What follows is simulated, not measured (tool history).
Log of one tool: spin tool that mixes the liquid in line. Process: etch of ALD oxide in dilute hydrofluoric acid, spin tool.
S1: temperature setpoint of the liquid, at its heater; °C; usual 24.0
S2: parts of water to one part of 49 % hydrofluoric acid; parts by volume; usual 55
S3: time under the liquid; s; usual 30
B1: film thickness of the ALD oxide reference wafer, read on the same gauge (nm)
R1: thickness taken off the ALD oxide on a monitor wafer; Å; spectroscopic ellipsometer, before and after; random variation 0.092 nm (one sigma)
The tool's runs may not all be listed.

| run | hour | S1 | S2 | S3 | B1 | R1 |
|---|---|---|---|---|---|---|
| 1 | 0.0 | 24.0 | 55 | 30 | 150.02 | 138.0 |
|  | 10.7 | hydrofluoric acid flow meter replaced |
| 2 | 30.0 | 24.0 | 55 | 30 | 149.98 | 137.8 |
| 3 | 57.0 | 24.0 | 55 | 30 | 150.01 | 138.2 |
| 4 | 90.7 | 24.0 | 55 | 30 | 149.99 | 137.3 |
| 5 | 105.3 | 24.0 | 55 | 30 | 150.01 | 139.7 |
| 6 | 137.1 | 24.0 | 55 | 30 | 150.00 | 140.6 |
| 7 | 149.3 | 24.0 | 55 | 30 | 149.98 | 139.1 |
| 8 | 164.2 | 24.0 | 55 | 30 | 150.00 | 137.7 |
| 9 | 195.8 | 24.0 | 55 | 25 | 150.02 | 116.3 |
| 10 | 220.7 | 24.0 | 55 | 30 | 150.00 | 139.3 |
| 11 | 235.3 | 24.0 | 55 | 30 | 150.01 | 138.7 |
| 12 | 256.7 | 24.0 | 55 | 35 | 149.97 | 166.0 |
| 13 | 289.8 | 24.0 | 55 | 35 | 150.01 | 164.4 |
| 14 | 320.6 | 24.0 | 55 | 35 | 150.02 | 165.4 |
| 15 | 334.6 | 24.0 | 55 | 30 | 150.00 | 141.9 |
| 16 | 360.2 | 21.0 | 70 | 45 | 150.01 | 144.3 |
| 17 | 383.4 | 24.0 | 55 | 30 | 149.99 | 143.3 |
|  | 438.1 | gauge calibrated |
| 18 | 448.2 | 24.0 | 55 | 30 | 150.01 | 141.7 |
|  | 453.5 | thermometer replaced |
| 19 | 462.4 | 24.0 | 45 | 40 | 149.98 | 221.3 |
| 20 | 482.9 | 19.5 | 55 | 30 | 150.03 | 110.2 |
| 21 | 501.1 | 21.0 | 85 | 15 | 149.99 | 36.9 |
| 22 | 534.8 | 22.5 | 55 | 15 | 150.01 | 62.8 |
| 23 | 556.9 | 21.5 | 25 | 45 | 149.99 | 421.6 |
| 24 | 659.6 | 24.0 | 45 | 40 | 149.99 | 223.3 |
| 25 | 689.7 | 28.5 | 30 | 20 | 149.99 | 206.0 |
|  | 747.1 | hydrofluoric acid flow meter replaced |
| 26 | 777.5 | 24.0 | 55 | 35 | 150.02 | 159.1 |
| 27 | 802.4 | 21.5 | 30 | 40 | 149.99 | 317.3 |
| 28 | 836.1 | 24.0 | 45 | 15 | 149.97 | 85.9 |
| 29 | 866.5 | 19.5 | 30 | 25 | 150.01 | 180.8 |
| 30 | 895.2 | 27.5 | 55 | 20 | 149.98 | 107.1 |
| 31 | 923.6 | 24.0 | 55 | 30 | 150.02 | 140.0 |
| 32 | 956.6 | 27.5 | 45 | 15 | 149.99 | 100.4 |
| 33 | 983.2 | 24.0 | 25 | 45 | 150.02 | 484.4 |
| 34 | 1003.9 | 19.0 | 55 | 35 | 150.02 | 132.3 |

Forecast each of these 4 alternatives for the next run:
| A | 1004.3 | 21.5 | 55 | 30 | ? | ? |
| B | 1004.3 | 20.5 | 25 | 40 | ? | ? |
| C | 1004.3 | 24.0 | 55 | 40 | ? | ? |
| D | 1004.3 | 24.0 | 30 | 45 | ? | ? |

| run | B1 | R1 |
|---|---|---|
| A | 149.99 | 125.6 |
| B | 149.99 | 366.9 |
| C | 149.99 | 185.5 |
| D | 149.99 | 396.0 |
Without the tool's hidden state the same runs would have given:
| run | R1 |
|---|---|
| A | 119.3 |
| B | 348.2 |
| C | 176.5 |
| D | 376.3 |

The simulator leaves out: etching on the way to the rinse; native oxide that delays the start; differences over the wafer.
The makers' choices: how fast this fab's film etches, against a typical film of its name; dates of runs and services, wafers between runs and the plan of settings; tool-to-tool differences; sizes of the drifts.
